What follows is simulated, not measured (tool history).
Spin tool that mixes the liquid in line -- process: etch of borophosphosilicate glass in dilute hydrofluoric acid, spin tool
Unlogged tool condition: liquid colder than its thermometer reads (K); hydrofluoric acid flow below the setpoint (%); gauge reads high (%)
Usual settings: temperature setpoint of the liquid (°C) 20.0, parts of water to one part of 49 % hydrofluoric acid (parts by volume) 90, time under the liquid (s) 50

| run | hour | temperature setpoint of the liquid (°C) | parts of water to one part of 49 % hydrofluoric acid (parts by volume) | time under the liquid (s) | wafers since the last listed run | hours since the thermometer was replaced | hours since the hydrofluoric acid flow meter was replaced | hours since the gauge calibration | read-back film thickness of the borophosphosilicate glass reference wafer, read on the same gauge (nm) | thickness taken off the borophosphosilicate glass on a monitor wafer (nm) |
|---|---|---|---|---|---|---|---|---|---|---|
| 1 | 0.0 | 19.0 | 90 | 35 | 0 | 1681.2 | 291.5 | 628.8 | 110.01 | 12.42 |
| 2 | 13.5 | 19.0 | 90 | 35 | 168 | 1694.7 | 305.0 | 642.3 | 109.96 | 12.58 |
| 3 | 40.2 | 20.0 | 90 | 50 | 333 | 1721.4 | 331.7 | 669.0 | 110.02 | 18.34 |
| 4 | 71.8 | 20.0 | 90 | 50 | 394 | 1753.0 | 363.3 | 700.6 | 109.97 | 18.40 |
| 5 | 86.1 | 20.0 | 90 | 50 | 178 | 1767.3 | 377.6 | 714.9 | 109.98 | 18.37 |
| 6 | 100.9 | 20.0 | 90 | 50 | 184 | 1782.1 | 392.4 | 729.7 | 109.98 | 18.29 |
| 7 | 132.0 | 20.0 | 90 | 50 | 388 | 1813.2 | 423.5 | 760.8 | 110.02 | 18.35 |
| 8 | 149.4 | 20.0 | 90 | 50 | 217 | 1830.6 | 440.9 | 778.2 | 110.01 | 18.13 |
| 9 | 179.9 | 20.0 | 90 | 50 | 380 | 1861.1 | 471.4 | 808.7 | 110.02 | 17.97 |
| 10 | 202.9 | 20.0 | 90 | 50 | 286 | 1884.1 | 494.4 | 831.7 | 109.97 | 18.12 |
| 11 | 235.0 | 20.0 | 90 | 50 | 400 | 1916.2 | 526.5 | 863.8 | 110.01 | 18.12 |
| 12 | 247.5 | 20.0 | 90 | 35 | 155 | 1928.7 | 539.0 | 876.3 | 109.99 | 12.73 |
| 13 | 275.1 | 17.0 | 90 | 20 | 344 | 1956.3 | 566.6 | 903.9 | 110.00 | 6.41 |
|  | 287.2 | thermometer replaced |
| 14 | 298.9 | 20.0 | 90 | 50 | 284 | 11.7 | 590.4 | 927.7 | 110.02 | 18.11 |
| 15 | 324.6 | 20.0 | 90 | 50 | 320 | 37.4 | 616.1 | 953.4 | 109.98 | 18.06 |
| 16 | 351.1 | 20.0 | 105 | 50 | 330 | 63.9 | 642.6 | 979.9 | 110.01 | 15.23 |
|  | 368.9 | gauge calibrated |
| 17 | 370.8 | 20.0 | 100 | 35 | 245 | 83.6 | 662.3 | 1.9 | 110.02 | 11.18 |
| 18 | 395.1 | 20.0 | 90 | 50 | 303 | 107.9 | 686.6 | 26.2 | 109.97 | 17.94 |
| 19 | 412.8 | 18.5 | 110 | 70 | 220 | 125.6 | 704.3 | 43.9 | 110.02 | 18.67 |
|  | 431.1 | hydrofluoric acid flow meter replaced |
| 20 | 442.3 | 23.5 | 80 | 50 | 355 | 155.1 | 11.2 | 73.4 | 110.02 | 22.37 |
| 21 | 459.8 | 20.0 | 90 | 50 | 218 | 172.6 | 28.7 | 90.9 | 110.03 | 17.18 |
| 22 | 475.3 | 23.5 | 90 | 50 | 193 | 188.1 | 44.2 | 106.4 | 109.96 | 19.69 |
| 23 | 490.8 | 20.0 | 90 | 50 | 193 | 203.6 | 59.7 | 121.9 | 110.05 | 17.05 |
| 24 | 526.7 | 20.0 | 90 | 50 | 447 | 239.5 | 95.6 | 157.8 | 110.03 | 16.99 |
| 25 | 549.5 | 23.0 | 55 | 60 | 284 | 262.3 | 118.4 | 180.6 | 109.98 | 39.57 |
| 26 | 585.4 | 20.0 | 105 | 40 | 447 | 298.2 | 154.3 | 216.5 | 110.00 | 11.51 |
|  | 587.2 | hydrofluoric acid flow meter replaced, repeated, since the last time left the tool worse |
| 27 | 610.8 | 21.5 | 90 | 65 | 304 | 323.6 | 23.6 | 241.9 | 109.97 | 26.07 |
| 28 | 637.3 | 18.0 | 50 | 25 | 330 | 350.1 | 50.1 | 268.4 | 109.99 | 16.41 |
| 29 | 657.0 | 20.0 | 90 | 50 | 245 | 369.8 | 69.8 | 288.1 | 110.03 | 18.82 |
| 30 | 680.5 | 22.5 | 65 | 50 | 293 | 393.3 | 93.3 | 311.6 | 110.00 | 29.45 |
| 31 | 693.3 | 17.0 | 105 | 50 | 159 | 406.1 | 106.1 | 324.4 | 110.03 | 14.01 |
| 32 | 719.4 | 20.0 | 90 | 50 | 325 | 432.2 | 132.2 | 350.5 | 110.01 | 18.78 |

4 options for the next run, each taken on its own from the tool as it stands now. Forecast them:
| A | 719.8 | 20.0 | 90 | 50 | 4 | 432.6 | 132.6 | 350.9 | ? | ? |
| B | 719.8 | 20.0 | 55 | 35 | 4 | 432.6 | 132.6 | 350.9 | ? | ? |
| C | 719.8 | 24.0 | 110 | 65 | 4 | 432.6 | 132.6 | 350.9 | ? | ? |
| D | 719.8 | 22.5 | 90 | 40 | 4 | 432.6 | 132.6 | 350.9 | ? | ? |

| run | read-back film thickness of the borophosphosilicate glass reference wafer, read on the same gauge (nm) | thickness taken off the borophosphosilicate glass on a monitor wafer (nm) |
|---|---|---|
| A | 109.97 | 18.82 |
| B | 109.97 | 22.47 |
| C | 109.97 | 22.97 |
| D | 109.97 | 16.68 |
What these runs would have given with no unlogged condition in the tool:
| run | thickness taken off the borophosphosilicate glass on a monitor wafer (nm) |
|---|---|
| A | 19.05 |
| B | 22.73 |
| C | 23.26 |
| D | 16.88 |

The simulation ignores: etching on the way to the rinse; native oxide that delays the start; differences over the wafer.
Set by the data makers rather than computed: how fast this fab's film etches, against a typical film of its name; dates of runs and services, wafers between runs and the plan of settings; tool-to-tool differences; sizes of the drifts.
